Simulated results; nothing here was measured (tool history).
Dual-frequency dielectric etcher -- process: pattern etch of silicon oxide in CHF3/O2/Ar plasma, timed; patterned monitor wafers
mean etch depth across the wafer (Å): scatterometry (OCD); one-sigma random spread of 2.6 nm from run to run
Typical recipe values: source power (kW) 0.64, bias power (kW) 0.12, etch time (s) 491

run     day  source power (kW)  bias power (kW)  etch time (s)  wafers since the last listed run  hours since the last wet clean  hours since the last source power generator calibration  hours since the last bias power generator calibration  hours since the last upper electrode change  hours since the gauge calibration  read-back reference wafer on the same gauge, depth_nm  mean etch depth across the wafer (Å)
  1       0               0.64            0.141            491                                 0                           130.4                                                   1024.8                                                 3496.7                                       2705.8                              585.2                                                  960.7                                  8481
  2   1.642               0.64            0.141            491                                98                           169.8                                                   1064.2                                                 3536.1                                       2745.2                              624.6                                                  958.9                                  8465
  3   3.854               0.64            0.141            491                               132                           222.9                                                   1117.3                                                 3589.2                                       2798.3                              677.7                                                  958.3                                  8450
  4   5.304               0.64             0.12            491                                86                           257.7                                                   1152.1                                                   3624                                       2833.1                              712.5                                                  959.5                                  7994
  5   8.258               0.64             0.12            491                               176                           328.6                                                     1223                                                 3694.9                                         2904                              783.4                                                  959.1                                  8001
  6   9.742               0.64             0.12            491                                88                           364.2                                                   1258.6                                                 3730.5                                       2939.6                                819                                                  959.9                                  7936
  7  11.671               0.64             0.12            491                               115                           410.5                                                   1304.9                                                 3776.8                                       2985.9                              865.3                                                  959.5                                  7916
  8  13.533               0.72             0.12            491                               111                           455.2                                                   1349.6                                                 3821.5                                       3030.6                                910                                                  958.8                                  8352
  9  15.558               0.72             0.12            491                               120                           503.8                                                   1398.2                                                 3870.1                                       3079.2                              958.6                                                  958.7                                  8321
     17.592  -- wet clean of the chamber
 10   17.95               0.72             0.12            491                                83                             8.6                                                   1455.6                                                 3927.5                                       3136.6                               1016                                                  957.3                                  8538
 11  20.825               0.64             0.12            491                               171                            77.6                                                   1524.6                                                 3996.5                                       3205.6                               1085                                                  958.6                                  8044
 12  21.871                0.6            0.137            565                                62                           102.7                                                   1549.7                                                 4021.6                                       3230.7                             1110.1                                                  958.6                                  9305
     26.121  -- source power generator calibrated
 13  27.154               0.64             0.12            491                               305                           229.5                                                     24.8                                                 4148.4                                       3357.5                             1236.9                                                  959.9                                  8095
     27.921  -- gauge calibrated
 14  29.179               0.77            0.138          424.5                               120                           278.1                                                     73.4                                                   4197                                       3406.1                               30.2                                                  959.5                                  7879
     30.646  -- upper electrode replaced
 15  30.754               0.58            0.147          431.5                                34                           315.9                                                    111.2                                                 4234.8                                          2.6                                 68                                                  958.9                                  7191
 16  33.458               0.76            0.096          443.5                               161                           380.8                                                    176.1                                                 4299.7                                         67.5                              132.9                                                    959                                  7381
 17  36.392               0.64            0.095            491                               175                           451.2                                                    246.5                                                 4370.1                                        137.9                              203.3                                                    959                                  7532
 18  38.417               0.52            0.091          374.5                               120                           499.8                                                    295.1                                                 4418.7                                        186.5                              251.9                                                  959.9                                  5109
     39.838  -- bias power generator calibrated
 19  41.383               0.71            0.145            379                               167                             571                                                    366.3                                                   37.1                                        257.7                              323.1                                                  960.4                                  6728
     43.654  -- wet clean of the chamber
 20  44.162               0.64             0.12            491                               106                            12.2                                                      433                                                  103.8                                        324.4                              389.8                                                  959.7                                  8103
 21  46.767               0.64            0.145          576.5                               155                            74.7                                                    495.5                                                  166.3                                        386.9                              452.3                                                  959.7                                 10026
 22  49.433               0.64            0.147          533.5                               159                           138.7                                                    559.5                                                  230.3                                        450.9                              516.3                                                  957.8                                  9293
 23  52.079               0.74             0.12          629.5                               157                           202.2                                                      623                                                  293.8                                        514.4                              579.8                                                  958.3                                 10991

Below are 5 alternative next runs, each starting from the tool's condition after run 23. Predict each:
  A  52.104               0.64             0.12          427.5                                 1                           202.8                                                    623.6                                                  294.4                                          515                              580.4                                                      ?                                     ?
  B  52.104               0.73            0.135          535.5                                 1                           202.8                                                    623.6                                                  294.4                                          515                              580.4                                                      ?                                     ?
  C  52.104               0.71            0.129          574.5                                 1                           202.8                                                    623.6                                                  294.4                                          515                              580.4                                                      ?                                     ?
  D  52.104               0.64             0.12            621                                 1                           202.8                                                    623.6                                                  294.4                                          515                              580.4                                                      ?                                     ?
  E  52.104               0.71            0.142          570.5                                 1                           202.8                                                    623.6                                                  294.4                                          515                              580.4                                                      ?                                     ?

run  read-back reference wafer on the same gauge, depth_nm  mean etch depth across the wafer (Å)
  A                                                  959.1                                  7025
  B                                                  959.1                                  9657
  C                                                  959.1                                 10101
  D                                                  959.1                                 10205
  E                                                  959.1                                 10306
Stripped of hidden state, with their random variation kept, the same runs would have yielded:
run  mean etch depth across the wafer (Å)
  A                                  7120
  B                                  9787
  C                                 10237
  D                                 10343
  E                                 10445
